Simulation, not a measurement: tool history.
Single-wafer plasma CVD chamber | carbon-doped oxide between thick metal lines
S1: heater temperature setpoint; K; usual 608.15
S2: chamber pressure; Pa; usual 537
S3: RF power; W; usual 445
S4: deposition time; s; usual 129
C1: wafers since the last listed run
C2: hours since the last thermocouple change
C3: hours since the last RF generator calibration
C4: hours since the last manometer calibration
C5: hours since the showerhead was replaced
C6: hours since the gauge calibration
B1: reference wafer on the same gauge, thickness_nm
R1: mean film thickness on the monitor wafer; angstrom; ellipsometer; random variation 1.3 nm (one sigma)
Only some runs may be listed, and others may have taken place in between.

{"run": 1, "hour": 0.0, "S1": 608.15, "S2": 537, "S3": 445, "S4": 129, "C1": 0, "C2": 2375.1, "C3": 1615.0, "C4": 1062.8, "C5": 3205.1, "C6": 507.6, "B1": 513.849, "R1": 5867.99}
{"run": 2, "hour": 56.5, "S1": 608.15, "S2": 537, "S3": 445, "S4": 129, "C1": 682, "C2": 2431.6, "C3": 1671.5, "C4": 1119.3, "C5": 3261.6, "C6": 564.1, "B1": 513.884, "R1": 5860.48}
{"run": 3, "hour": 122.6, "S1": 608.15, "S2": 537, "S3": 445, "S4": 129, "C1": 797, "C2": 2497.7, "C3": 1737.6, "C4": 1185.4, "C5": 3327.7, "C6": 630.2, "B1": 513.813, "R1": 5882.79}
{"run": 4, "hour": 163.1, "S1": 617.15, "S2": 537, "S3": 445, "S4": 119, "C1": 488, "C2": 2538.2, "C3": 1778.1, "C4": 1225.9, "C5": 3368.2, "C6": 670.7, "B1": 513.888, "R1": 5273.76}
{"run": 5, "hour": 217.5, "S1": 608.15, "S2": 537, "S3": 495, "S4": 129, "C1": 656, "C2": 2592.6, "C3": 1832.5, "C4": 1280.3, "C5": 3422.6, "C6": 725.1, "B1": 513.55, "R1": 6260.02}
{"run": 6, "hour": 275.5, "S1": 600.15, "S2": 537, "S3": 445, "S4": 129, "C1": 700, "C2": 2650.6, "C3": 1890.5, "C4": 1338.3, "C5": 3480.6, "C6": 783.1, "B1": 513.827, "R1": 6065.37}
{"run": 7, "hour": 398.7, "S1": 600.15, "S2": 537, "S3": 445, "S4": 129, "C1": 1487, "C2": 2773.8, "C3": 2013.7, "C4": 1461.5, "C5": 3603.8, "C6": 906.3, "B1": 513.758, "R1": 6087.88}
{"run": 8, "hour": 425.5, "S1": 600.15, "S2": 537, "S3": 445, "S4": 129, "C1": 323, "C2": 2800.6, "C3": 2040.5, "C4": 1488.3, "C5": 3630.6, "C6": 933.1, "B1": 514.329, "R1": 6111.15}
{"hour": 481.0, "done": "thermocouple changed; heater temperature recalibrated"}
{"run": 9, "hour": 483.0, "S1": 608.15, "S2": 537, "S3": 445, "S4": 129, "C1": 597, "C2": 2.0, "C3": 2098.0, "C4": 1545.8, "C5": 3688.1, "C6": 990.6, "B1": 513.984, "R1": 5772.59}
{"run": 10, "hour": 510.9, "S1": 608.15, "S2": 537, "S3": 445, "S4": 129, "C1": 336, "C2": 29.9, "C3": 2125.9, "C4": 1573.7, "C5": 3716.0, "C6": 1018.5, "B1": 514.112, "R1": 5814.78}
{"hour": 541.5, "done": "showerhead replaced"}
{"run": 11, "hour": 545.0, "S1": 608.15, "S2": 537, "S3": 445, "S4": 129, "C1": 315, "C2": 64.0, "C3": 2160.0, "C4": 1607.8, "C5": 3.5, "C6": 1052.6, "B1": 513.855, "R1": 5794.98}
{"run": 12, "hour": 614.2, "S1": 608.15, "S2": 537, "S3": 445, "S4": 129, "C1": 835, "C2": 133.2, "C3": 2229.2, "C4": 1677.0, "C5": 72.7, "C6": 1121.8, "B1": 513.989, "R1": 5767.55}
{"run": 13, "hour": 676.2, "S1": 608.15, "S2": 537, "S3": 445, "S4": 129, "C1": 748, "C2": 195.2, "C3": 2291.2, "C4": 1739.0, "C5": 134.7, "C6": 1183.8, "B1": 514.227, "R1": 5781.68}
{"hour": 677.8, "done": "gauge calibrated"}
{"run": 14, "hour": 702.5, "S1": 608.15, "S2": 537, "S3": 445, "S4": 129, "C1": 317, "C2": 221.5, "C3": 2317.5, "C4": 1765.3, "C5": 161.0, "C6": 24.7, "B1": 513.909, "R1": 5748.28}
{"hour": 752.8, "done": "RF generator calibrated"}
{"run": 15, "hour": 754.8, "S1": 620.15, "S2": 537, "S3": 445, "S4": 122, "C1": 534, "C2": 273.8, "C3": 2.0, "C4": 1817.6, "C5": 213.3, "C6": 77.0, "B1": 514.271, "R1": 5497.13}
{"run": 16, "hour": 795.1, "S1": 608.15, "S2": 437, "S3": 405, "S4": 129, "C1": 486, "C2": 314.1, "C3": 42.3, "C4": 1857.9, "C5": 253.6, "C6": 117.3, "B1": 514.305, "R1": 5528.4}
{"run": 17, "hour": 857.0, "S1": 608.15, "S2": 537, "S3": 445, "S4": 129, "C1": 747, "C2": 376.0, "C3": 104.2, "C4": 1919.8, "C5": 315.5, "C6": 179.2, "B1": 514.2, "R1": 5989.65}
{"run": 18, "hour": 890.6, "S1": 620.15, "S2": 537, "S3": 485, "S4": 129, "C1": 405, "C2": 409.6, "C3": 137.8, "C4": 1953.4, "C5": 349.1, "C6": 212.8, "B1": 514.204, "R1": 6025.46}
{"run": 19, "hour": 946.2, "S1": 601.15, "S2": 537, "S3": 505, "S4": 129, "C1": 671, "C2": 465.2, "C3": 193.4, "C4": 2009.0, "C5": 404.7, "C6": 268.4, "B1": 514.212, "R1": 6546.19}
{"run": 20, "hour": 995.2, "S1": 621.15, "S2": 537, "S3": 445, "S4": 129, "C1": 591, "C2": 514.2, "C3": 242.4, "C4": 2058.0, "C5": 453.7, "C6": 317.4, "B1": 513.728, "R1": 5726.0}
{"hour": 1014.9, "done": "capacitance manometer re-zeroed and calibrated"}
{"run": 21, "hour": 1025.9, "S1": 608.15, "S2": 613, "S3": 445, "S4": 138, "C1": 274, "C2": 544.9, "C3": 273.1, "C4": 11.0, "C5": 484.4, "C6": 348.1, "B1": 513.969, "R1": 6564.22}
{"run": 22, "hour": 1092.2, "S1": 608.15, "S2": 537, "S3": 445, "S4": 129, "C1": 800, "C2": 611.2, "C3": 339.4, "C4": 77.3, "C5": 550.7, "C6": 414.4, "B1": 513.55, "R1": 5963.16}
{"run": 23, "hour": 1151.0, "S1": 608.15, "S2": 537, "S3": 375, "S4": 129, "C1": 709, "C2": 670.0, "C3": 398.2, "C4": 136.1, "C5": 609.5, "C6": 473.2, "B1": 514.351, "R1": 5448.67}
{"run": 24, "hour": 1219.0, "S1": 608.15, "S2": 671, "S3": 445, "S4": 107, "C1": 820, "C2": 738.0, "C3": 466.2, "C4": 204.1, "C5": 677.5, "C6": 541.2, "B1": 514.062, "R1": 5143.21}
{"run": 25, "hour": 1263.3, "S1": 616.15, "S2": 619, "S3": 445, "S4": 129, "C1": 534, "C2": 782.3, "C3": 510.5, "C4": 248.4, "C5": 721.8, "C6": 585.5, "B1": 514.183, "R1": 5921.15}
{"run": 26, "hour": 1306.6, "S1": 608.15, "S2": 537, "S3": 445, "S4": 129, "C1": 522, "C2": 825.6, "C3": 553.8, "C4": 291.7, "C5": 765.1, "C6": 628.8, "B1": 514.127, "R1": 5942.85}

5 options for the next run, each taken on its own from the tool as it stands now. Forecast them:
{"run": "A", "hour": 1307.0, "S1": 608.15, "S2": 537, "S3": 360, "S4": 129, "C1": 4, "C2": 826.0, "C3": 554.2, "C4": 292.1, "C5": 765.5, "C6": 629.2, "B1": "?", "R1": "?"}
{"run": "B", "hour": 1307.0, "S1": 597.15, "S2": 585, "S3": 445, "S4": 129, "C1": 4, "C2": 826.0, "C3": 554.2, "C4": 292.1, "C5": 765.5, "C6": 629.2, "B1": "?", "R1": "?"}
{"run": "C", "hour": 1307.0, "S1": 608.15, "S2": 576, "S3": 505, "S4": 107, "C1": 4, "C2": 826.0, "C3": 554.2, "C4": 292.1, "C5": 765.5, "C6": 629.2, "B1": "?", "R1": "?"}
{"run": "D", "hour": 1307.0, "S1": 623.15, "S2": 665, "S3": 445, "S4": 129, "C1": 4, "C2": 826.0, "C3": 554.2, "C4": 292.1, "C5": 765.5, "C6": 629.2, "B1": "?", "R1": "?"}
{"run": "E", "hour": 1307.0, "S1": 621.15, "S2": 472, "S3": 490, "S4": 108, "C1": 4, "C2": 826.0, "C3": 554.2, "C4": 292.1, "C5": 765.5, "C6": 629.2, "B1": "?", "R1": "?"}

run=A B1=514.197 R1=5301.63
run=B B1=514.197 R1=6267.93
run=C B1=514.197 R1=5307.99
run=D B1=514.197 R1=5895.35
run=E B1=514.197 R1=4869.79
Had the tool no hidden state, the same runs would have come out as:
run=A R1=5413.23
run=B R1=6390.59
run=C R1=5396.70
run=D R1=6017.11
run=E R1=4953.16
